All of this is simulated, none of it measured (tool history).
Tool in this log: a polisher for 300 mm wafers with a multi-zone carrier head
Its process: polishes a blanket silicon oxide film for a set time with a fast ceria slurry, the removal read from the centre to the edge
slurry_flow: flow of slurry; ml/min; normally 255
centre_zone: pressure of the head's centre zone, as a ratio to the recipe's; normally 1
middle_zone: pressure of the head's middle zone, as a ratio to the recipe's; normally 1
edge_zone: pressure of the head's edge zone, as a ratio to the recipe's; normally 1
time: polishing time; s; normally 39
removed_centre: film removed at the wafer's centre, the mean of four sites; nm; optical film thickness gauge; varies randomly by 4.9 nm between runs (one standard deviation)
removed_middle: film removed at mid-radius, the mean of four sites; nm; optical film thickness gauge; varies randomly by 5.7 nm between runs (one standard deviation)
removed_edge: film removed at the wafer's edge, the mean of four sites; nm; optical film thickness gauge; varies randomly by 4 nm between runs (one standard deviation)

run	hour	slurry_flow	centre_zone	middle_zone	edge_zone	time	wafers since the last listed run	wafers polished on this pad	hours since the slurry nozzle was cleaned	hours since the centre zone pressure was calibrated	hours since the edge zone pressure was calibrated	hours since the carrier head's membrane was replaced	incoming thickness of the incoming film, nm	removed_centre	removed_middle	removed_edge
1	0	255	1.1	1.04	1	39	0	821	164.5	840.6	972	990.5	3739.9	558.5	513.2	480.7
# hour 3.1: centre zone pressure recalibrated
2	15.1	310	1.04	1	0.96	35	226	1048	179.6	12	987.1	1005.6	3741.5	475.1	456.2	434.2
# hour 29: edge zone pressure recalibrated
3	30.9	285	1	0.89	1.09	44	238	1287	195.4	27.8	1.9	1021.4	3731.4	571.2	502.6	569.5
4	42	255	1	1	1	39	192	1479	206.5	38.9	13	1032.5	3740.3	497	490.8	471.1
5	59	285	1	0.89	1.09	44	294	1773	223.5	55.9	30	1049.5	3836.2	559.9	515	577.9
# hour 63.4: worn pad replaced by a new one
6	73	335	1.06	1	1.12	39	172	165	237.5	69.9	44	1063.5	3767.2	565.1	525.7	545
7	82.5	255	1	1.06	1	39	164	329	247	79.4	53.5	1073	3793	506.6	547.2	500.7
# hour 92.1: carrier head's membrane replaced by a new one
8	92.6	280	1.09	1.1	1.09	39	88	417	257.1	89.5	63.6	0.5	3794.1	556.1	551.2	511.9
9	99.3	255	1.09	1.08	1.11	39	115	533	263.8	96.2	70.3	7.2	3773.3	556.5	541.7	505.5
10	109	230	1	0.93	1	39	167	701	273.5	105.9	80	16.9	3724.5	491.7	459.1	476
11	118.1	255	1	1	1	39	157	858	282.6	115	89.1	26	3745.3	498.9	497.5	480
12	135.2	255	0.9	1	0.93	39	295	1154	299.7	132.1	106.2	43.1	3709.2	439.4	496.4	458.6
# hour 142.3: slurry nozzle cleaned
13	144.8	255	1	1	1.06	39	148	1303	2.5	141.7	115.8	52.7	3782.2	483.9	482.2	493.7
14	158.2	255	1	1	1	39	231	1535	15.9	155.1	129.2	66.1	3793.2	491.6	484.2	472.4
# hour 174.8: worn pad replaced by a new one
15	175.3	255	0.88	1	1	45	226	7	33	172.2	146.3	83.2	3780.8	544.5	621	590.9
16	185.9	315	1	0.95	1	39	183	191	43.6	182.8	156.9	93.8	3704.6	538	502.4	514.8
17	203.5	190	1	1	1	39	304	495	61.2	200.4	174.5	111.4	3794.1	492.7	483.9	484.8
18	215	285	1.1	1.11	1	32	198	694	72.7	211.9	186	122.9	3844.5	455.3	456.9	402
19	228.8	255	1	1	1	49	238	933	86.5	225.7	199.8	136.7	3747.3	632.7	624.4	611.3
20	246.4	255	0.94	1	1	39	304	1237	104.1	243.3	217.4	154.3	3787.3	467.8	493.7	478
21	258	255	0.94	1.05	1.1	39	200	1438	115.7	254.9	229	165.9	3793.1	469.2	511.5	500.3

Alternative continuations, all from the tool just after run 21; predict every row:
A	258.4	255	1	1	1	39	6	1445	116.1	255.3	229.4	166.3	3762.1	?	?	?
B	258.4	305	1	1	0.94	39	6	1445	116.1	255.3	229.4	166.3	3762.1	?	?	?
C	258.4	255	0.97	1	1.08	29	6	1445	116.1	255.3	229.4	166.3	3762.1	?	?	?
D	258.4	185	0.95	0.96	1.06	39	6	1445	116.1	255.3	229.4	166.3	3762.1	?	?	?
E	258.4	310	1.05	1	1.11	32	6	1445	116.1	255.3	229.4	166.3	3762.1	?	?	?

run	removed_centre	removed_middle	removed_edge
A	495.9	499.2	477.9
B	505.5	507.9	470.2
C	357.6	371.2	369.1
D	451.3	465	478.4
E	436.3	417.1	418.8
With no hidden state in the tool, these same runs would have given:
run	removed_centre	removed_middle	removed_edge
A	540.4	544	520.8
B	550.8	553.5	512.3
C	389.7	404.5	402.2
D	491.9	506.7	521.3
E	475.5	454.6	456.4

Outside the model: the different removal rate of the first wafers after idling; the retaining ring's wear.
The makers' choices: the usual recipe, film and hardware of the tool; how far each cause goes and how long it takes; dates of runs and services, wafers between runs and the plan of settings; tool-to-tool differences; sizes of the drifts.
